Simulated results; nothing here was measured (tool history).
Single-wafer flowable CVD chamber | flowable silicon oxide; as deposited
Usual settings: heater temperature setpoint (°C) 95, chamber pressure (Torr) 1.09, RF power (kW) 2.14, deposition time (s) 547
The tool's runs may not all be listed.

run	day	heater temperature setpoint (°C)	chamber pressure (Torr)	RF power (kW)	deposition time (s)	wafers since the last listed run	hours since the last thermocouple change	hours since the last RF generator calibration	hours since the last manometer calibration	hours since the showerhead was replaced	hours since the gauge calibration	read-back reference wafer on the same gauge, thickness_nm	mean film thickness on the monitor wafer (nm)
1	0	95	1.29	2.14	547	0	935.4	1872	2322.4	6429.1	351.6	568.573	676.81
2	0.842	95	1.23	2.14	547	45	955.6	1892.2	2342.6	6449.3	371.8	569.049	642.109
3	1.783	95	1.23	2.14	547	50	978.2	1914.8	2365.2	6471.9	394.4	569.188	650.969
4	2.367	95	1.23	2.14	547	31	992.2	1928.8	2379.2	6485.9	408.4	568.932	645.987
5	3.425	95	0.89	2.14	547	56	1017.6	1954.2	2404.6	6511.3	433.8	568.923	457.414
6	4.308	95	1.09	1.865	547	47	1038.8	1975.4	2425.8	6532.5	455	569.411	554.717
7	5.129	95	1.09	1.865	547	44	1058.5	1995.1	2445.5	6552.2	474.7	568.81	552.65
8	6.467	95	1.09	2.14	478	71	1090.6	2027.2	2477.6	6584.3	506.8	568.732	498.023
9	7.512	95	1.09	2.14	478	56	1115.7	2052.3	2502.7	6609.4	531.9	568.783	495.572
10	8.525	95	1.09	2.285	505	54	1140	2076.6	2527	6633.7	556.2	568.454	527.654
# day 9.333: capacitance manometer re-zeroed and calibrated
11	9.354	80	0.92	1.855	547	26	1159.9	2096.5	0.5	6653.6	576.1	569.269	837.769
12	10.6	101	1.31	2.38	449	66	1189.8	2126.4	30.4	6683.5	606	568.966	486.378
# day 11.183: gauge calibrated
13	11.804	95	1.09	2.14	547	64	1218.7	2155.3	59.3	6712.4	14.9	568.949	610.214
14	12.621	95	0.86	2.14	547	43	1238.3	2174.9	78.9	6732	34.5	568.736	478.147
# day 13.071: showerhead replaced
15	14.092	95	1.09	2.29	547	61	1273.6	2210.2	114.2	24.5	69.8	568.247	608.275
16	14.621	80	1.09	2.28	547	28	1286.3	2222.9	126.9	37.2	82.5	569.029	1035.225
17	15.238	95	1.09	2.14	547	33	1301.1	2237.7	141.7	52	97.3	569.371	606.986
18	16.017	95	1.09	1.715	547	41	1319.8	2256.4	160.4	70.7	116	569.375	579.21
# day 16.646: thermocouple changed; heater temperature recalibrated
19	17.421	83	1.09	1.84	547	57	18.6	2290.1	194.1	104.4	149.7	569.041	902.906
# day 17.758: RF generator calibrated
20	18.621	102	0.97	2.14	631	46	47.4	20.7	222.9	133.2	178.5	569.426	476.291
21	19.275	83	1.09	1.84	547	35	63.1	36.4	238.6	148.9	194.2	568.247	901.539
22	20.196	102	0.82	1.965	468	49	85.2	58.5	260.7	171	216.3	569.597	288.562
23	21.442	95	1.09	2.45	547	66	115.1	88.4	290.6	200.9	246.2	568.753	618.31
24	22.012	95	1.09	2.14	478	30	128.8	102.1	304.3	214.6	259.9	568.918	527.364
25	22.8	95	1.09	2.14	547	42	147.7	121	323.2	233.5	278.8	568.84	605.644
26	24	95	1.34	1.715	547	64	176.5	149.8	352	262.3	307.6	568.924	705.997
27	25.042	95	1.09	2.4	547	55	201.5	174.8	377	287.3	332.6	568.724	613.597
28	26.112	105	0.9	1.77	596	57	227.2	200.5	402.7	313	358.3	569.241	353.55
29	27.392	95	1.32	2.14	483	68	257.9	231.2	433.4	343.7	389	569.056	640.365

Some steps in mean film thickness on the monitor wafer (nm) between neighbouring runs. How much of each would the tool show without its hidden state too (settings, what came in, random variation), and how much is left for the hidden state, with any gauge scatter that isn't in both results?
The hidden state here: wafer temperature above the value expected at the setpoint (K); delivered RF power above the setpoint (%); true pressure above the setpoint (%); gauge reads high (%).
Run 4 -> 5: chamber pressure (Torr) 1.23 -> 0.89. mean film thickness on the monitor wafer (nm) -188.573: hidden state +9.004, all else -197.577.
Run 10 -> 11: heater temperature setpoint (°C) 95 -> 80, chamber pressure (Torr) 1.09 -> 0.92, RF power (kW) 2.285 -> 1.855, deposition time (s) 505 -> 547, capacitance manometer re-zeroed and calibrated. mean film thickness on the monitor wafer (nm) +310.115: hidden state +36.176, all else +273.939.
Run 16 -> 17: heater temperature setpoint (°C) 80 -> 95, RF power (kW) 2.28 -> 2.14. mean film thickness on the monitor wafer (nm) -428.239: hidden state +3.48, all else -431.719.
Run 21 -> 22: heater temperature setpoint (°C) 83 -> 102, chamber pressure (Torr) 1.09 -> 0.82, RF power (kW) 1.84 -> 1.965, deposition time (s) 547 -> 468. mean film thickness on the monitor wafer (nm) -612.977: hidden state +6.655, all else -619.632.
